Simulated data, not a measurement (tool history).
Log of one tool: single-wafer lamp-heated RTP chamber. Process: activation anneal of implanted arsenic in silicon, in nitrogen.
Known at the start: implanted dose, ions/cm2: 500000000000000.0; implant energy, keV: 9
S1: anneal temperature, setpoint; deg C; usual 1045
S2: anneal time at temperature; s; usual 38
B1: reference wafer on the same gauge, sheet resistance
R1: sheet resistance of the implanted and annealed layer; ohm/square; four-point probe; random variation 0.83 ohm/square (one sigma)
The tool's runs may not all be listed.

| run | hour | S1 | S2 | B1 | R1 |
|---|---|---|---|---|---|
| 1 | 0 | 1045 | 38 | 225.81 | 207.02 |
| 2 | 7.7 | 1045 | 38 | 226.31 | 207.3 |
| 3 | 22.8 | 1045 | 38 | 225.93 | 206.76 |
| 4 | 30.9 | 1045 | 38 | 226.27 | 205.16 |
| 5 | 40.9 | 1045 | 38 | 225.89 | 207.57 |
| 6 | 58.4 | 1045 | 38 | 225.67 | 206.39 |
| 7 | 73.4 | 1045 | 38 | 225.77 | 207.41 |
| 8 | 90 | 1045 | 38 | 226.35 | 206.89 |
| 9 | 97.3 | 1045 | 38 | 226.16 | 205.33 |
| 10 | 108.8 | 1045 | 38 | 226.1 | 207.35 |
|  | 163.1 | reflector plate cleaned |
| 11 | 163.6 | 1045 | 38 | 226.28 | 207.27 |
| 12 | 171.8 | 1045 | 38 | 226.14 | 207.25 |
| 13 | 181.9 | 1045 | 38 | 226.26 | 207.08 |
| 14 | 195.1 | 1045 | 38 | 226.09 | 207.22 |
| 15 | 204.6 | 1045 | 38 | 225.8 | 206.58 |
|  | 217.9 | pyrometer window cleaned and pyrometer calibrated |
| 16 | 220.1 | 1033 | 38 | 225.95 | 215.14 |
| 17 | 236.2 | 1045 | 38 | 226.04 | 210.55 |
| 18 | 246.1 | 1019 | 44 | 226.25 | 219.04 |
|  | 247.7 | gauge calibrated |
| 19 | 253.2 | 1045 | 16 | 225.86 | 224.49 |
| 20 | 259.4 | 1045 | 38 | 226.36 | 209.3 |
| 21 | 270.2 | 1036 | 55 | 225.78 | 206.66 |
| 22 | 281.8 | 1045 | 38 | 225.89 | 208.71 |

The next listed run, before its measurement:
| 23 | 289.2 | 1057 | 51 | ? | ? |

B1: 225.95
R1: 200.13 ohm/square
Without the tool's hidden state the same run would have given R1 202.1 ohm/square.
